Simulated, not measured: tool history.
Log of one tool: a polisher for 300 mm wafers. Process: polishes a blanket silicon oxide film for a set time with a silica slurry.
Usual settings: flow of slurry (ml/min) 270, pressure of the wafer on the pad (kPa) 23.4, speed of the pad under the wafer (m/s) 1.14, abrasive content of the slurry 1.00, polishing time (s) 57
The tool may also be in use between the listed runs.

run,day,flow of slurry (ml/min),pressure of the wafer on the pad (kPa),speed of the pad under the wafer (m/s),abrasive content of the slurry,polishing time (s),"incoming thickness of the incoming film, nm",film removed (nm)
1,0.000,270,23.4,1.14,1.00,72,1196.6,165.5
# day 1.504: slurry blender recalibrated
# day 1.829: conditioning disc replaced and pad reconditioned
2,3.404,270,23.4,1.14,1.00,72,1184.5,163.1
# day 7.762: worn pad replaced by a new one
# day 8.608: head pressure recalibrated
# day 11.717: slurry nozzle cleaned
3,14.496,270,23.4,1.14,1.00,72,1181.4,167.1
4,17.425,270,23.4,1.14,1.00,57,1211.7,131.3
# day 18.646: slurry blender recalibrated
5,20.962,270,23.4,1.14,1.00,57,1200.9,129.7
# day 22.179: conditioning disc replaced and pad reconditioned
# day 24.638: worn pad replaced by a new one
6,25.008,270,23.4,1.14,1.00,57,1205.6,126.7
7,26.546,270,23.4,1.00,0.80,57,1202.9,103.5
# day 28.242: head pressure recalibrated
# day 28.767: slurry nozzle cleaned
8,29.738,270,23.4,1.00,0.80,57,1175.1,110.2
9,31.979,270,23.4,1.00,0.80,57,1194.3,109.1
10,33.633,270,23.4,1.14,1.00,57,1218.9,130.3
11,36.617,330,23.4,1.24,1.00,57,1190.3,138.5
# day 36.717: slurry blender recalibrated
12,38.492,225,20.0,0.78,1.15,57,1183.2,88.7
# day 41.075: worn pad replaced by a new one
13,41.096,270,23.4,1.14,1.00,57,1193.3,127.4
# day 41.867: conditioning disc replaced and pad reconditioned
14,44.542,270,23.4,1.14,1.00,72,1212.9,160.4
# day 47.342: slurry nozzle cleaned
# day 47.983: head pressure recalibrated
15,48.283,270,31.0,1.02,1.00,57,1197.7,152.4
# day 50.550: slurry blender recalibrated
16,52.012,270,23.4,1.44,1.00,57,1191.4,153.9
17,53.575,190,23.4,1.14,0.70,67,1184.8,123.1
# day 55.379: worn pad replaced by a new one
18,55.400,270,23.4,1.14,1.00,57,1195.9,130.3
19,57.133,300,17.9,1.14,1.25,69,1190.2,138.8
20,60.812,270,28.3,1.14,1.10,57,1194.6,152.5
# day 62.867: conditioning disc replaced and pad reconditioned
# day 64.467: head pressure recalibrated
21,65.058,270,31.0,1.14,1.00,57,1187.8,154.8
22,66.946,340,23.4,1.14,0.90,57,1173.4,121.0
# day 68.317: slurry blender recalibrated
# day 68.450: slurry nozzle cleaned
23,69.704,270,23.4,1.14,1.00,57,1212.8,133.2
# day 69.871: worn pad replaced by a new one
24,72.667,270,23.4,1.00,0.90,68,1197.9,137.3

5 ways to go on from here, each from the tool as it stands after run 24. What would each give?
A,72.683,270,23.4,1.14,1.00,57,1204.4,?
B,72.683,270,23.4,1.14,1.25,57,1204.4,?
C,72.683,240,23.4,0.92,0.85,69,1204.4,?
D,72.683,300,23.4,1.14,1.20,64,1204.4,?
E,72.683,310,28.3,1.14,1.00,57,1204.4,?

run,film removed (nm)
A,129.5
B,141.2
C,123.8
D,158.2
E,152.8
Without the tool's hidden state the same runs would have given:
run,film removed (nm)
A,131.8
B,143.8
C,126.4
D,160.8
E,155.2
